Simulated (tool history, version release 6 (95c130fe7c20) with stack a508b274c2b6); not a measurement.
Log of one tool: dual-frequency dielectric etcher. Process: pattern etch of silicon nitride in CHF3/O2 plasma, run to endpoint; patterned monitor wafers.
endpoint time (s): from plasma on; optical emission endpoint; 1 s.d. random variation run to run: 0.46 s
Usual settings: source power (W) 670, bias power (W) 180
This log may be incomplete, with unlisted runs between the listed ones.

run,day,source power (W),bias power (W),wafers since the last listed run,hours since the last wet clean,hours since the last source power generator calibration,hours since the last bias power generator calibration,hours since the last upper electrode change,"incoming incoming film thickness, nm",endpoint time (s)
1,0,670,210,0,167.1,4412.8,4278.3,5743.3,76.8,49.3
2,0.842,670,210,321,187.3,4433,4298.5,5763.5,78,50.8
3,2.262,670,210,543,221.4,4467.1,4332.6,5797.6,77.3,50.1
4,3.346,670,180,414,247.4,4493.1,4358.6,5823.6,77,52.8
5,4.429,710,180,414,273.4,4519.1,4384.6,5849.6,77.9,52
6,5.483,710,180,403,298.7,4544.4,4409.9,5874.9,77.7,51.7
# day 5.996: bias power generator calibrated
# day 6.817: wet clean of the chamber
7,6.838,670,180,139,0.5,4576.9,20.2,5907.4,77.7,55
8,7.683,670,180,323,20.8,4597.2,40.5,5927.7,76.9,53.8
# day 8.708: source power generator calibrated
9,8.729,560,156,336,45.9,0.5,65.6,5952.8,77.2,60.2
10,9.783,570,137,403,71.2,25.8,90.9,5978.1,77.9,63.1
11,10.575,750,195,302,90.2,44.8,109.9,5997.1,77.6,51.1
# day 11.842: upper electrode replaced
12,11.862,590,194,109,121.1,75.7,140.8,0.5,77,53.9
13,12.846,670,180,375,144.7,99.3,164.4,24.1,77.8,53.8
14,14.071,590,212,468,174.1,128.7,193.8,53.5,76.7,51.7
15,15,670,202,355,196.4,151,216.1,75.8,77.9,50.9
16,16.067,620,195,407,222,176.6,241.7,101.4,76.8,52.8

Predict each of these 3 candidate next runs independently; none follows another, all start after run 16:
A,16.083,670,180,6,222.4,177,242.1,101.8,77.9,?
B,16.083,570,147,6,222.4,177,242.1,101.8,77.9,?
C,16.083,590,180,6,222.4,177,242.1,101.8,77.9,?

run,endpoint time (s)
A,54.2
B,61.4
C,56.1
Take away the tool's hidden state, keep each run's random variation, and the runs would have read:
run,endpoint time (s)
A,56.1
B,63.6
C,58.1
